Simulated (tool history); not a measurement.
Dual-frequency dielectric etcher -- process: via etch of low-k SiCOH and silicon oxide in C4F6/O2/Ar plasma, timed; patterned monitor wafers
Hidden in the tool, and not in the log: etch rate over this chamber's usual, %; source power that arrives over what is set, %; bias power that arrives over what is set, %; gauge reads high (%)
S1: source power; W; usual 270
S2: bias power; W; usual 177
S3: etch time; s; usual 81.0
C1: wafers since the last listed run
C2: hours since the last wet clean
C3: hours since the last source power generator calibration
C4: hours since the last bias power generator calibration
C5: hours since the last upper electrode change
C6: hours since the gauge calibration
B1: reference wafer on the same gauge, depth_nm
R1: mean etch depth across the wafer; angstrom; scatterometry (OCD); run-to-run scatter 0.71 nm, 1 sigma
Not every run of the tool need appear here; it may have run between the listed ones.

run 1 hour=0.0 | S1=270 S2=196 S3=81.0 | C1=0 C2=83.5 C3=4463.5 C4=2276.1 C5=3799.7 C6=172.4 | B1=238.9 | R1=2080
run 2 hour=16.5 | S1=270 S2=196 S3=81.0 | C1=110 C2=100.0 C3=4480.0 C4=2292.6 C5=3816.2 C6=188.9 | B1=239.1 | R1=2093
run 3 hour=24.3 | S1=270 S2=177 S3=81.0 | C1=52 C2=107.8 C3=4487.8 C4=2300.4 C5=3824.0 C6=196.7 | B1=239.3 | R1=2011
run 4 hour=31.0 | S1=270 S2=177 S3=81.0 | C1=44 C2=114.5 C3=4494.5 C4=2307.1 C5=3830.7 C6=203.4 | B1=239.0 | R1=2018
run 5 hour=42.6 | S1=270 S2=177 S3=81.0 | C1=77 C2=126.1 C3=4506.1 C4=2318.7 C5=3842.3 C6=215.0 | B1=239.1 | R1=2033
run 6 hour=93.8 | S1=300 S2=177 S3=81.0 | C1=343 C2=177.3 C3=4557.3 C4=2369.9 C5=3893.5 C6=266.2 | B1=239.1 | R1=2074
run 7 hour=101.1 | S1=300 S2=177 S3=81.0 | C1=49 C2=184.6 C3=4564.6 C4=2377.2 C5=3900.8 C6=273.5 | B1=239.1 | R1=2072
run 8 hour=108.1 | S1=300 S2=177 S3=81.0 | C1=47 C2=191.6 C3=4571.6 C4=2384.2 C5=3907.8 C6=280.5 | B1=239.0 | R1=2086
-- hour=118.7 source power generator calibrated
run 9 hour=124.5 | S1=270 S2=177 S3=81.0 | C1=83 C2=208.0 C3=5.8 C4=2400.6 C5=3924.2 C6=296.9 | B1=239.0 | R1=2038
run 10 hour=138.2 | S1=270 S2=177 S3=81.0 | C1=92 C2=221.7 C3=19.5 C4=2414.3 C5=3937.9 C6=310.6 | B1=239.0 | R1=2035
run 11 hour=144.7 | S1=270 S2=154 S3=81.0 | C1=43 C2=228.2 C3=26.0 C4=2420.8 C5=3944.4 C6=317.1 | B1=238.8 | R1=1944
run 12 hour=157.7 | S1=270 S2=154 S3=81.0 | C1=87 C2=241.2 C3=39.0 C4=2433.8 C5=3957.4 C6=330.1 | B1=239.0 | R1=1939
-- hour=169.6 gauge calibrated
run 13 hour=170.1 | S1=270 S2=154 S3=81.0 | C1=83 C2=253.6 C3=51.4 C4=2446.2 C5=3969.8 C6=0.5 | B1=239.1 | R1=1954
-- hour=194.9 upper electrode replaced
run 14 hour=195.4 | S1=270 S2=177 S3=81.0 | C1=8 C2=278.9 C3=76.7 C4=2471.5 C5=0.5 C6=25.8 | B1=239.0 | R1=2044
run 15 hour=196.0 | S1=240 S2=149 S3=70.0 | C1=4 C2=279.5 C3=77.3 C4=2472.1 C5=1.1 C6=26.4 | B1=239.1 | R1=1617
run 16 hour=202.5 | S1=310 S2=207 S3=58.0 | C1=43 C2=286.0 C3=83.8 C4=2478.6 C5=7.6 C6=32.9 | B1=239.0 | R1=1611
run 17 hour=220.1 | S1=240 S2=133 S3=61.0 | C1=118 C2=303.6 C3=101.4 C4=2496.2 C5=25.2 C6=50.5 | B1=238.8 | R1=1370
-- hour=228.8 bias power generator calibrated
run 18 hour=237.8 | S1=230 S2=177 S3=81.0 | C1=92 C2=321.3 C3=119.1 C4=9.0 C5=42.9 C6=68.2 | B1=239.0 | R1=1966
run 19 hour=250.9 | S1=210 S2=177 S3=81.0 | C1=87 C2=334.4 C3=132.2 C4=22.1 C5=56.0 C6=81.3 | B1=238.9 | R1=1928
run 20 hour=258.1 | S1=270 S2=177 S3=81.0 | C1=48 C2=341.6 C3=139.4 C4=29.3 C5=63.2 C6=88.5 | B1=239.2 | R1=2058
run 21 hour=272.0 | S1=310 S2=156 S3=88.5 | C1=93 C2=355.5 C3=153.3 C4=43.2 C5=77.1 C6=102.4 | B1=239.0 | R1=2251
-- hour=299.9 wet clean of the chamber
run 22 hour=300.4 | S1=220 S2=177 S3=101.5 | C1=29 C2=0.5 C3=181.7 C4=71.6 C5=105.5 C6=130.8 | B1=239.1 | R1=2373
run 23 hour=302.4 | S1=320 S2=177 S3=81.0 | C1=13 C2=2.5 C3=183.7 C4=73.6 C5=107.5 C6=132.8 | B1=239.1 | R1=2101
run 24 hour=310.1 | S1=220 S2=177 S3=88.0 | C1=51 C2=10.2 C3=191.4 C4=81.3 C5=115.2 C6=140.5 | B1=239.2 | R1=2071
run 25 hour=325.9 | S1=270 S2=147 S3=94.5 | C1=106 C2=26.0 C3=207.2 C4=97.1 C5=131.0 C6=156.3 | B1=238.9 | R1=2207
run 26 hour=339.6 | S1=270 S2=217 S3=81.0 | C1=92 C2=39.7 C3=220.9 C4=110.8 C5=144.7 C6=170.0 | B1=239.0 | R1=2147
run 27 hour=354.0 | S1=270 S2=177 S3=81.0 | C1=96 C2=54.1 C3=235.3 C4=125.2 C5=159.1 C6=184.4 | B1=238.9 | R1=2011
run 28 hour=360.9 | S1=330 S2=159 S3=81.0 | C1=46 C2=61.0 C3=242.2 C4=132.1 C5=166.0 C6=191.3 | B1=239.0 | R1=2045
run 29 hour=369.8 | S1=310 S2=207 S3=58.0 | C1=59 C2=69.9 C3=251.1 C4=141.0 C5=174.9 C6=200.2 | B1=239.0 | R1=1580
run 30 hour=386.6 | S1=270 S2=213 S3=89.5 | C1=112 C2=86.7 C3=267.9 C4=157.8 C5=191.7 C6=217.0 | B1=239.1 | R1=2368

Branching from run 30: 4 alternative next runs. What would each branch give?
run A hour=387.0 | S1=270 S2=177 S3=81.0 | C1=2 C2=87.1 C3=268.3 C4=158.2 C5=192.1 C6=217.4 | B1=? | R1=?
run B hour=387.0 | S1=320 S2=210 S3=88.5 | C1=2 C2=87.1 C3=268.3 C4=158.2 C5=192.1 C6=217.4 | B1=? | R1=?
run C hour=387.0 | S1=230 S2=143 S3=89.0 | C1=2 C2=87.1 C3=268.3 C4=158.2 C5=192.1 C6=217.4 | B1=? | R1=?
run D hour=387.0 | S1=250 S2=149 S3=91.0 | C1=2 C2=87.1 C3=268.3 C4=158.2 C5=192.1 C6=217.4 | B1=? | R1=?

run=A B1=238.9 R1=2014
run=B B1=238.9 R1=2440
run=C B1=238.9 R1=1980
run=D B1=238.9 R1=2096
What these runs would have given with no unlogged condition in the tool:
run=A R1=1996
run=B R1=2418
run=C R1=1963
run=D R1=2078
